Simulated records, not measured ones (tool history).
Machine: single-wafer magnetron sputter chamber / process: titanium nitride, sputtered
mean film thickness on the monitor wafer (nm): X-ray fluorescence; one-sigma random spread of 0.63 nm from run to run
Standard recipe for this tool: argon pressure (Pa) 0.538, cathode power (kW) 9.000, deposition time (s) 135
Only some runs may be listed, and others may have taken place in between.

run    hour  argon pressure (Pa)  cathode power (kW)  deposition time (s)  read-back reference wafer on the same gauge, thickness_nm  mean film thickness on the monitor wafer (nm)
  1     0.0                0.538               9.000                  135                                                    263.043                                        221.084
  2    39.8                0.538               9.000                  135                                                    262.768                                        220.506
  3   122.6                0.538               9.000                  135                                                    263.283                                        221.345
  4   188.0                0.538               9.000                  135                                                    262.920                                        220.170
  5   255.3                0.538               9.000                  135                                                    262.946                                        220.556
      281.7  -- sputter target and shields replaced
  6   337.6                0.446               9.000                  135                                                    262.852                                        225.599
  7   387.9                0.446               9.000                  135                                                    263.127                                        224.781
      415.3  -- capacitance manometer re-zeroed and calibrated
  8   454.8                0.538               9.000                  135                                                    262.817                                        220.858
  9   492.5                0.538               9.000                  135                                                    262.866                                        219.765
 10   569.3                0.538               9.000                  135                                                    262.503                                        220.018
 11   672.5                0.628               9.000                  147                                                    262.707                                        235.108
 12   766.5                0.628               9.000                  147                                                    263.120                                        234.795
 13   859.3                0.628               9.000                  147                                                    263.240                                        233.493
 14   952.6                0.538               9.000                  144                                                    262.821                                        234.784
 15  1003.9                0.538              10.150                  155                                                    263.130                                        285.641
 16  1064.6                0.538               9.000                  135                                                    263.263                                        220.188
     1173.2  -- gauge calibrated
 17  1220.7                0.538               9.000                  153                                                    262.927                                        249.868
     1253.7  -- sputter target and shields replaced
     1314.0  -- magnet pack replaced
 18  1479.6                0.323               7.200                  126                                                    262.966                                        173.866
 19  1549.8                0.609              10.850                  135                                                    263.153                                        262.085
     1587.0  -- capacitance manometer re-zeroed and calibrated
 20  1656.5                0.538              11.150                  135                                                    263.161                                        273.590
 21  1793.5                0.538              10.300                  135                                                    262.990                                        253.459
 22  1899.7                0.707               7.150                  135                                                    263.059                                        167.533
 23  1947.5                0.538              10.300                  135                                                    263.372                                        252.605
 24  1984.1                0.538               9.000                  135                                                    263.274                                        220.690
 25  2027.0                0.410               7.200                  135                                                    263.167                                        181.816
     2072.0  -- sputter target and shields replaced
 26  2124.9                0.538              11.000                  125                                                    263.011                                        250.072
 27  2220.7                0.538               9.000                  135                                                    263.048                                        219.400
 28  2272.4                0.538              10.600                  148                                                    263.096                                        284.889

Exercise: give the hidden state of the tool at every run:
deposition rate above that of a new target (%): 0 across all the runs
true argon pressure above the setpoint (%): 0 across all the runs
gauge reads high (%): 0 across all the runs

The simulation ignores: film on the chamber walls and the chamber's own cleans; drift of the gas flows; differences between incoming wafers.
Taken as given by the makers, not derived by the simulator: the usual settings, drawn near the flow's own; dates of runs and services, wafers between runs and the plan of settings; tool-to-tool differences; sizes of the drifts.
